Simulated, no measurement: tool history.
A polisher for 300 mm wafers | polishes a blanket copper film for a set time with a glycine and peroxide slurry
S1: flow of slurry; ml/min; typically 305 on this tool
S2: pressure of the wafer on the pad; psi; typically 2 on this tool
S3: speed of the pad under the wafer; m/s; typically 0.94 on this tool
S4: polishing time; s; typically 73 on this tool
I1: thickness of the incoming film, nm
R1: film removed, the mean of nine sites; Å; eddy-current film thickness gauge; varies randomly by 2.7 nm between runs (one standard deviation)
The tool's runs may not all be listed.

run    hour   S1   S2    S3  S4      I1    R1
  1       0  305    2  0.94  73  1837.5  2378
  2    53.7  305    2  0.94  85  1826.8  2715
  3   104.9  305    2  0.94  85  1846.5  2680
      142.5  -- worn pad replaced by a new one
  4     146  245    2  0.94  73  1831.8  2412
  5   191.5  245    2  0.94  73  1828.8  2442
  6   254.8  305    2  0.94  88  1854.9  3037
      258.8  -- slurry nozzle cleaned
  7   320.6  305    2  0.94  73  1847.9  2490
  8   386.5  305    2  0.94  73  1818.5  2484
  9   444.7  375    2  0.94  73  1814.5  2480
 10   497.4  305    2  0.94  73  1837.3  2453
 11   530.2  305    2  0.94  73  1854.1  2389
      535.1  -- head pressure recalibrated
 12   563.7  305    2  0.94  73  1854.4  2249
 13   596.5  305    2  0.94  73  1821.3  2305
      628.4  -- worn pad replaced by a new one
 14   644.1  305    2  0.94  86  1841.4  2902
 15   681.1  260  1.8  0.94  73    1860  2270
 16   719.1  305    2  0.94  73  1810.8  2441
 17   787.6  305  1.7  0.62  73  1853.7  1818
 18   821.8  340    2  0.64  48  1821.8  1346
      841.3  -- slurry nozzle cleaned
 19   848.3  350  1.8  0.94  73  1832.8  2272
 20   894.2  255  1.7  0.94  88  1831.5  2632
 21   956.6  375  2.2  1.16  73  1832.3  2949
 22   982.6  220    2  0.94  73    1813  2312
 23  1020.9  305  1.5  0.64  73  1835.6  1653
 24  1067.4  390    2  0.74  60  1851.4  1665
 25  1092.1  305    2  0.94  73    1844  2263
 26  1137.1  240    2   1.1  73  1827.8  2445
     1144.5  -- worn pad replaced by a new one
 27  1181.6  305  2.5   0.8  57  1837.2  2093
 28  1278.9  305    2  0.94  73    1828  2501
 29  1316.7  305    2  0.94  73  1813.6  2525
     1344.4  -- head pressure recalibrated
 30  1369.5  265  1.5  0.86  73  1808.1  1928
 31  1439.4  355    2  0.94  73  1841.1  2424
     1475.5  -- slurry nozzle cleaned
 32  1504.5  385    2  0.94  73    1870  2368
 33  1536.9  215  2.7  0.64  83    1816  2453
 34  1605.3  270  1.7  0.94  66    1828  1827
 35  1662.7  400    2  0.94  73  1826.8  2261
     1674.8  -- worn pad replaced by a new one
 36  1699.9  305  1.7  1.04  93  1821.1  3016
 37  1768.3  200  2.2  0.94  73  1798.5  2572
 38  1815.2  305    2  0.94  95  1850.5  3256

What would each run have given without the hidden state, its run-to-run variation left as it was?
Hidden state present: removal rate lost through wear of the pad, %; slurry flow missing at the pad, %; deviation of the head's pressure from its setpoint, %.
run    R1
  1  2466
  2  2852
  3  2856
  4  2382
  5  2408
  6  2998
  7  2470
  8  2486
  9  2511
 10  2516
 11  2473
 12  2441
 13  2531
 14  2918
 15  2281
 16  2453
 17  1837
 18  1364
 19  2309
 20  2697
 21  3057
 22  2416
 23  1752
 24  1789
 25  2453
 26  2698
 27  2041
 28  2446
 29  2478
 30  1979
 31  2519
 32  2501
 33  2615
 34  1996
 35  2529
 36  2969
 37  2530
 38  3212
